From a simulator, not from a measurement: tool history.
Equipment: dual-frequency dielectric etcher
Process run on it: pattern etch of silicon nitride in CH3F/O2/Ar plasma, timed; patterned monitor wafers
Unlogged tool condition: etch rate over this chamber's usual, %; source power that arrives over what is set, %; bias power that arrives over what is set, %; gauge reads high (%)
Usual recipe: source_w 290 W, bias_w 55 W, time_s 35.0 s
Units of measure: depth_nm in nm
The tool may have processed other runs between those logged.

run,hour,source_w,bias_w,time_s,wafers since the last listed run,hours since the last wet clean,hours since the last source power generator calibration,hours since the last bias power generator calibration,hours since the last upper electrode change,hours since the gauge calibration,"read-back reference wafer on the same gauge, depth_nm",depth_nm
1,0.0,290,55,35.0,0,519.4,4306.3,33.7,4967.9,1231.0,15.30,18.64
# hour 47.4: gauge calibrated
2,94.1,290,55,35.0,1376,613.5,4400.4,127.8,5062.0,46.7,15.30,18.51
3,107.9,290,55,35.0,201,627.3,4414.2,141.6,5075.8,60.5,15.30,18.50
# hour 152.7: wet clean of the chamber
4,153.2,290,55,35.0,311,0.5,4459.5,186.9,5121.1,105.8,15.29,19.09
5,156.8,290,55,35.0,52,4.1,4463.1,190.5,5124.7,109.4,15.31,18.99
6,173.6,290,55,40.5,245,20.9,4479.9,207.3,5141.5,126.2,15.30,22.07
7,187.9,250,55,35.0,209,35.2,4494.2,221.6,5155.8,140.5,15.29,17.29
8,201.0,360,69,43.5,191,48.3,4507.3,234.7,5168.9,153.6,15.30,28.72
# hour 256.5: source power generator calibrated
# hour 291.4: upper electrode replaced
9,295.5,290,50,35.0,972,142.8,39.0,329.2,4.1,248.1,15.30,18.11
10,316.3,310,51,25.5,304,163.6,59.8,350.0,24.9,268.9,15.30,13.83
11,348.5,330,41,31.5,470,195.8,92.0,382.2,57.1,301.1,15.29,16.41
12,375.6,250,68,32.0,396,222.9,119.1,409.3,84.2,328.2,15.30,16.92
13,398.7,290,67,35.0,337,246.0,142.2,432.4,107.3,351.3,15.30,20.13
14,426.1,240,55,29.0,400,273.4,169.6,459.8,134.7,378.7,15.31,13.84
15,446.0,290,55,35.0,291,293.3,189.5,479.7,154.6,398.6,15.30,18.65
16,481.7,290,55,35.0,522,329.0,225.2,515.4,190.3,434.3,15.30,18.61
17,508.1,290,66,35.0,386,355.4,251.6,541.8,216.7,460.7,15.30,19.79
18,533.8,290,55,35.0,375,381.1,277.3,567.5,242.4,486.4,15.30,18.54
19,560.4,320,49,39.5,389,407.7,303.9,594.1,269.0,513.0,15.30,21.17
20,587.9,290,55,38.0,402,435.2,331.4,621.6,296.5,540.5,15.30,20.01
21,616.0,320,61,30.0,411,463.3,359.5,649.7,324.6,568.6,15.30,17.31
22,650.6,270,67,35.0,506,497.9,394.1,684.3,359.2,603.2,15.29,18.86
23,678.4,270,55,40.0,406,525.7,421.9,712.1,387.0,631.0,15.30,20.07
24,693.3,290,61,45.0,217,540.6,436.8,727.0,401.9,645.9,15.30,24.61
25,721.0,290,55,31.5,405,568.3,464.5,754.7,429.6,673.6,15.31,16.48
26,744.6,270,41,25.5,345,591.9,488.1,778.3,453.2,697.2,15.30,11.53
27,759.4,360,47,35.0,216,606.7,502.9,793.1,468.0,712.0,15.30,19.60
28,775.0,290,55,35.0,228,622.3,518.5,808.7,483.6,727.6,15.30,18.28
# hour 806.6: wet clean of the chamber
29,807.1,290,50,35.0,118,0.5,550.6,840.8,515.7,759.7,15.30,18.26

Branching from run 29: 5 alternative next runs. What would each branch give?
A,807.5,290,55,35.0,5,0.9,551.0,841.2,516.1,760.1,?,?
B,807.5,260,49,35.0,5,0.9,551.0,841.2,516.1,760.1,?,?
C,807.5,250,51,42.0,5,0.9,551.0,841.2,516.1,760.1,?,?
D,807.5,250,51,35.0,5,0.9,551.0,841.2,516.1,760.1,?,?
E,807.5,360,50,35.0,5,0.9,551.0,841.2,516.1,760.1,?,?

run,"read-back reference wafer on the same gauge, depth_nm",depth_nm
A,15.31,18.90
B,15.31,16.99
C,15.31,20.18
D,15.31,16.81
E,15.31,20.62
Stripped of hidden state, with their random variation kept, the same runs would have yielded:
run,depth_nm
A,19.12
B,17.17
C,20.40
D,17.00
E,20.84
